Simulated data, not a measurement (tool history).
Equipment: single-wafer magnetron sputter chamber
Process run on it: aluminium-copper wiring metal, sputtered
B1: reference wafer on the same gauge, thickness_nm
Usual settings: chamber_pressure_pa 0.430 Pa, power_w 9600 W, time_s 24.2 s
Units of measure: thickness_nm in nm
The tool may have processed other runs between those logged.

{"run": 1, "day": 0.0, "chamber_pressure_pa": 0.43, "power_w": 9600, "time_s": 24.2, "B1": 341.275, "thickness_nm": 407.753}
{"run": 2, "day": 1.021, "chamber_pressure_pa": 0.43, "power_w": 9600, "time_s": 24.2, "B1": 340.788, "thickness_nm": 401.161}
{"run": 3, "day": 4.008, "chamber_pressure_pa": 0.317, "power_w": 8750, "time_s": 24.2, "B1": 341.064, "thickness_nm": 400.392}
{"run": 4, "day": 5.704, "chamber_pressure_pa": 0.317, "power_w": 8750, "time_s": 24.2, "B1": 340.769, "thickness_nm": 401.702}
{"run": 5, "day": 8.258, "chamber_pressure_pa": 0.317, "power_w": 8750, "time_s": 24.2, "B1": 341.092, "thickness_nm": 398.536}
{"day": 8.875, "done": "sputter target and shields replaced"}
{"run": 6, "day": 10.404, "chamber_pressure_pa": 0.43, "power_w": 9600, "time_s": 24.2, "B1": 341.154, "thickness_nm": 409.518}
{"run": 7, "day": 11.588, "chamber_pressure_pa": 0.43, "power_w": 9600, "time_s": 24.2, "B1": 340.911, "thickness_nm": 405.583}
{"day": 16.858, "done": "magnet pack replaced"}
{"day": 17.096, "done": "capacitance manometer re-zeroed and calibrated"}
{"run": 8, "day": 17.117, "chamber_pressure_pa": 0.43, "power_w": 9600, "time_s": 24.2, "B1": 341.194, "thickness_nm": 395.008}
{"day": 18.442, "done": "sputter target and shields replaced"}
{"run": 9, "day": 19.142, "chamber_pressure_pa": 0.43, "power_w": 10450, "time_s": 24.2, "B1": 340.968, "thickness_nm": 451.354}
{"run": 10, "day": 21.854, "chamber_pressure_pa": 0.43, "power_w": 9600, "time_s": 24.2, "B1": 341.04, "thickness_nm": 403.633}
{"run": 11, "day": 24.592, "chamber_pressure_pa": 0.43, "power_w": 9600, "time_s": 24.2, "B1": 340.838, "thickness_nm": 400.176}
{"run": 12, "day": 25.654, "chamber_pressure_pa": 0.43, "power_w": 9600, "time_s": 24.2, "B1": 341.021, "thickness_nm": 399.142}
{"day": 27.175, "done": "gauge calibrated"}
{"day": 27.696, "done": "sputter target and shields replaced"}
{"run": 13, "day": 28.542, "chamber_pressure_pa": 0.43, "power_w": 9600, "time_s": 24.2, "B1": 340.938, "thickness_nm": 412.261}
{"run": 14, "day": 29.583, "chamber_pressure_pa": 0.497, "power_w": 11900, "time_s": 28.9, "B1": 341.02, "thickness_nm": 570.805}
{"run": 15, "day": 32.221, "chamber_pressure_pa": 0.596, "power_w": 11450, "time_s": 21.9, "B1": 341.119, "thickness_nm": 373.415}
{"run": 16, "day": 35.171, "chamber_pressure_pa": 0.502, "power_w": 8900, "time_s": 23.0, "B1": 341.169, "thickness_nm": 328.689}
{"run": 17, "day": 36.292, "chamber_pressure_pa": 0.596, "power_w": 11650, "time_s": 24.2, "B1": 340.774, "thickness_nm": 416.126}
{"run": 18, "day": 37.3, "chamber_pressure_pa": 0.43, "power_w": 11250, "time_s": 20.4, "B1": 340.832, "thickness_nm": 390.544}
{"day": 39.008, "done": "sputter target and shields replaced"}
{"run": 19, "day": 39.583, "chamber_pressure_pa": 0.43, "power_w": 7650, "time_s": 28.9, "B1": 340.848, "thickness_nm": 398.466}
{"run": 20, "day": 41.167, "chamber_pressure_pa": 0.43, "power_w": 7650, "time_s": 24.2, "B1": 340.858, "thickness_nm": 326.193}
{"run": 21, "day": 43.158, "chamber_pressure_pa": 0.569, "power_w": 9600, "time_s": 24.2, "B1": 341.025, "thickness_nm": 354.247}
{"run": 22, "day": 45.988, "chamber_pressure_pa": 0.306, "power_w": 11100, "time_s": 24.2, "B1": 340.89, "thickness_nm": 515.559}
{"run": 23, "day": 47.638, "chamber_pressure_pa": 0.533, "power_w": 7550, "time_s": 26.1, "B1": 341.109, "thickness_nm": 304.528}
{"day": 50.175, "done": "sputter target and shields replaced"}
{"run": 24, "day": 50.562, "chamber_pressure_pa": 0.43, "power_w": 9600, "time_s": 24.2, "B1": 341.069, "thickness_nm": 419.038}

4 ways to go on from here, each from the tool as it stands after run 24. What would each give?
{"run": "A", "day": 50.579, "chamber_pressure_pa": 0.43, "power_w": 9600, "time_s": 24.2, "B1": "?", "thickness_nm": "?"}
{"run": "B", "day": 50.579, "chamber_pressure_pa": 0.3, "power_w": 7350, "time_s": 20.2, "B1": "?", "thickness_nm": "?"}
{"run": "C", "day": 50.579, "chamber_pressure_pa": 0.503, "power_w": 8600, "time_s": 28.4, "B1": "?", "thickness_nm": "?"}
{"run": "D", "day": 50.579, "chamber_pressure_pa": 0.36, "power_w": 11650, "time_s": 21.9, "B1": "?", "thickness_nm": "?"}

run=A B1=341.143 thickness_nm=421.106
run=B B1=341.143 thickness_nm=302.646
run=C B1=341.143 thickness_nm=415.402
run=D B1=341.143 thickness_nm=492.327
With the hidden condition removed and each run's random variation left untouched, the same runs would have given:
run=A thickness_nm=424.242
run=B thickness_nm=304.900
run=C thickness_nm=418.495
run=D thickness_nm=495.993
